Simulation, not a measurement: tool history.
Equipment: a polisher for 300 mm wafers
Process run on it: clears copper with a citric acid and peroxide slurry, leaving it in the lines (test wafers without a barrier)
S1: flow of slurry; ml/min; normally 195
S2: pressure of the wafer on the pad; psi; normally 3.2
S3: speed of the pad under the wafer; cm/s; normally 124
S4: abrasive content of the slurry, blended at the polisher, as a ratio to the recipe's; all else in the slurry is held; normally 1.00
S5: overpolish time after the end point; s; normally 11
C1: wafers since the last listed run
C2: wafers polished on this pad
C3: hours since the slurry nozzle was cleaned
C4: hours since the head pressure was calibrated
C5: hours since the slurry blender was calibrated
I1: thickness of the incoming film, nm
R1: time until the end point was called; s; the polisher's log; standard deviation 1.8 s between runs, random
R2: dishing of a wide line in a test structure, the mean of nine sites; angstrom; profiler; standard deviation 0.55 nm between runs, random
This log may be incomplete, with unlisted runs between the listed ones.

{"run": 1, "hour": 0.0, "S1": 195, "S2": 3.2, "S3": 124, "S4": 1.0, "S5": 11, "C1": 0, "C2": 820, "C3": 614.9, "C4": 17.8, "C5": 359.4, "I1": 445.5, "R1": 122.3, "R2": 246}
{"hour": 28.0, "done": "slurry blender recalibrated"}
{"run": 2, "hour": 46.6, "S1": 195, "S2": 3.2, "S3": 124, "S4": 1.0, "S5": 11, "C1": 412, "C2": 1232, "C3": 661.5, "C4": 64.4, "C5": 18.6, "I1": 441.5, "R1": 116.7, "R2": 259}
{"hour": 64.5, "done": "slurry nozzle cleaned"}
{"run": 3, "hour": 116.1, "S1": 195, "S2": 3.2, "S3": 124, "S4": 1.0, "S5": 11, "C1": 632, "C2": 1865, "C3": 51.6, "C4": 133.9, "C5": 88.1, "I1": 448.1, "R1": 119.0, "R2": 248}
{"hour": 172.0, "done": "worn pad replaced by a new one"}
{"run": 4, "hour": 172.3, "S1": 195, "S2": 3.5, "S3": 148, "S4": 1.0, "S5": 11, "C1": 482, "C2": 3, "C3": 107.8, "C4": 190.1, "C5": 144.3, "I1": 445.0, "R1": 96.1, "R2": 310}
{"run": 5, "hour": 222.1, "S1": 195, "S2": 3.2, "S3": 124, "S4": 1.0, "S5": 11, "C1": 460, "C2": 463, "C3": 157.6, "C4": 239.9, "C5": 194.1, "I1": 445.4, "R1": 121.4, "R2": 251}
{"run": 6, "hour": 272.0, "S1": 195, "S2": 3.2, "S3": 124, "S4": 1.0, "S5": 13, "C1": 461, "C2": 924, "C3": 207.5, "C4": 289.8, "C5": 244.0, "I1": 441.8, "R1": 122.8, "R2": 293}
{"run": 7, "hour": 326.9, "S1": 195, "S2": 3.2, "S3": 124, "S4": 1.0, "S5": 13, "C1": 507, "C2": 1431, "C3": 262.4, "C4": 344.7, "C5": 298.9, "I1": 446.0, "R1": 117.7, "R2": 296}
{"run": 8, "hour": 394.9, "S1": 175, "S2": 3.2, "S3": 124, "S4": 0.85, "S5": 11, "C1": 628, "C2": 2059, "C3": 330.4, "C4": 412.7, "C5": 366.9, "I1": 454.8, "R1": 130.9, "R2": 249}
{"hour": 438.2, "done": "worn pad replaced by a new one"}
{"run": 9, "hour": 466.3, "S1": 175, "S2": 3.2, "S3": 124, "S4": 0.85, "S5": 11, "C1": 622, "C2": 259, "C3": 401.8, "C4": 484.1, "C5": 438.3, "I1": 446.2, "R1": 127.1, "R2": 239}
{"hour": 485.0, "done": "slurry blender recalibrated"}
{"run": 10, "hour": 509.5, "S1": 195, "S2": 3.2, "S3": 124, "S4": 1.0, "S5": 11, "C1": 380, "C2": 640, "C3": 445.0, "C4": 527.3, "C5": 24.5, "I1": 443.3, "R1": 118.9, "R2": 255}
{"run": 11, "hour": 555.5, "S1": 195, "S2": 3.2, "S3": 124, "S4": 1.0, "S5": 11, "C1": 425, "C2": 1065, "C3": 491.0, "C4": 573.3, "C5": 70.5, "I1": 451.3, "R1": 121.5, "R2": 253}
{"hour": 630.0, "done": "head pressure recalibrated"}
{"hour": 700.3, "done": "worn pad replaced by a new one"}
{"run": 12, "hour": 722.9, "S1": 195, "S2": 3.2, "S3": 104, "S4": 0.8, "S5": 11, "C1": 1491, "C2": 208, "C3": 658.4, "C4": 92.9, "C5": 237.9, "I1": 441.9, "R1": 149.5, "R2": 210}
{"hour": 774.0, "done": "slurry nozzle cleaned"}
{"run": 13, "hour": 786.3, "S1": 220, "S2": 2.8, "S3": 92, "S4": 1.0, "S5": 11, "C1": 576, "C2": 785, "C3": 12.3, "C4": 156.3, "C5": 301.3, "I1": 445.5, "R1": 180.0, "R2": 177}
{"run": 14, "hour": 854.7, "S1": 195, "S2": 3.8, "S3": 124, "S4": 1.0, "S5": 9, "C1": 632, "C2": 1417, "C3": 80.7, "C4": 224.7, "C5": 369.7, "I1": 440.5, "R1": 107.5, "R2": 223}
{"run": 15, "hour": 883.1, "S1": 155, "S2": 2.6, "S3": 124, "S4": 0.75, "S5": 11, "C1": 262, "C2": 1679, "C3": 109.1, "C4": 253.1, "C5": 398.1, "I1": 446.1, "R1": 151.5, "R2": 205}
{"hour": 926.1, "done": "slurry blender recalibrated"}
{"hour": 949.7, "done": "worn pad replaced by a new one"}
{"run": 16, "hour": 950.2, "S1": 195, "S2": 3.2, "S3": 124, "S4": 1.0, "S5": 11, "C1": 564, "C2": 4, "C3": 176.2, "C4": 320.2, "C5": 24.1, "I1": 442.4, "R1": 118.1, "R2": 253}
{"run": 17, "hour": 1008.7, "S1": 195, "S2": 3.2, "S3": 124, "S4": 1.0, "S5": 11, "C1": 540, "C2": 545, "C3": 234.7, "C4": 378.7, "C5": 82.6, "I1": 449.9, "R1": 118.7, "R2": 254}
{"run": 18, "hour": 1072.5, "S1": 145, "S2": 3.7, "S3": 110, "S4": 1.0, "S5": 14, "C1": 589, "C2": 1134, "C3": 298.5, "C4": 442.5, "C5": 146.4, "I1": 442.4, "R1": 126.4, "R2": 290}
{"run": 19, "hour": 1134.4, "S1": 225, "S2": 3.2, "S3": 124, "S4": 1.0, "S5": 17, "C1": 571, "C2": 1706, "C3": 360.4, "C4": 504.4, "C5": 208.3, "I1": 444.4, "R1": 121.0, "R2": 379}
{"run": 20, "hour": 1166.1, "S1": 155, "S2": 4.2, "S3": 148, "S4": 1.0, "S5": 15, "C1": 292, "C2": 1999, "C3": 392.1, "C4": 536.1, "C5": 240.0, "I1": 438.0, "R1": 84.2, "R2": 412}
{"hour": 1192.8, "done": "worn pad replaced by a new one"}
{"hour": 1195.4, "done": "head pressure recalibrated"}
{"run": 21, "hour": 1219.9, "S1": 195, "S2": 3.2, "S3": 158, "S4": 1.0, "S5": 18, "C1": 441, "C2": 231, "C3": 445.9, "C4": 24.5, "C5": 293.8, "I1": 444.2, "R1": 97.3, "R2": 443}
{"run": 22, "hour": 1255.6, "S1": 195, "S2": 3.6, "S3": 124, "S4": 1.0, "S5": 11, "C1": 329, "C2": 561, "C3": 481.6, "C4": 60.2, "C5": 329.5, "I1": 444.5, "R1": 112.8, "R2": 261}

5 options for the next run, each taken on its own from the tool as it stands now. Forecast them:
{"run": "A", "hour": 1256.1, "S1": 195, "S2": 3.2, "S3": 124, "S4": 1.0, "S5": 11, "C1": 4, "C2": 566, "C3": 482.1, "C4": 60.7, "C5": 330.0, "I1": 449.6, "R1": "?", "R2": "?"}
{"run": "B", "hour": 1256.1, "S1": 195, "S2": 2.5, "S3": 124, "S4": 1.25, "S5": 11, "C1": 4, "C2": 566, "C3": 482.1, "C4": 60.7, "C5": 330.0, "I1": 449.6, "R1": "?", "R2": "?"}
{"run": "C", "hour": 1256.1, "S1": 220, "S2": 2.6, "S3": 124, "S4": 0.7, "S5": 11, "C1": 4, "C2": 566, "C3": 482.1, "C4": 60.7, "C5": 330.0, "I1": 449.6, "R1": "?", "R2": "?"}
{"run": "D", "hour": 1256.1, "S1": 145, "S2": 4.0, "S3": 136, "S4": 1.0, "S5": 11, "C1": 4, "C2": 566, "C3": 482.1, "C4": 60.7, "C5": 330.0, "I1": 449.6, "R1": "?", "R2": "?"}
{"run": "E", "hour": 1256.1, "S1": 170, "S2": 3.2, "S3": 108, "S4": 1.25, "S5": 14, "C1": 4, "C2": 566, "C3": 482.1, "C4": 60.7, "C5": 330.0, "I1": 449.6, "R1": "?", "R2": "?"}

run=A R1=120.7 R2=250
run=B R1=139.8 R2=220
run=C R1=143.5 R2=215
run=D R1=98.0 R2=299
run=E R1=137.2 R2=275
Without the tool's hidden state the same runs would have given:
run=A R1=114.7 R2=261
run=B R1=132.8 R2=230
run=C R1=136.6 R2=224
run=D R1=93.2 R2=312
run=E R1=130.3 R2=287
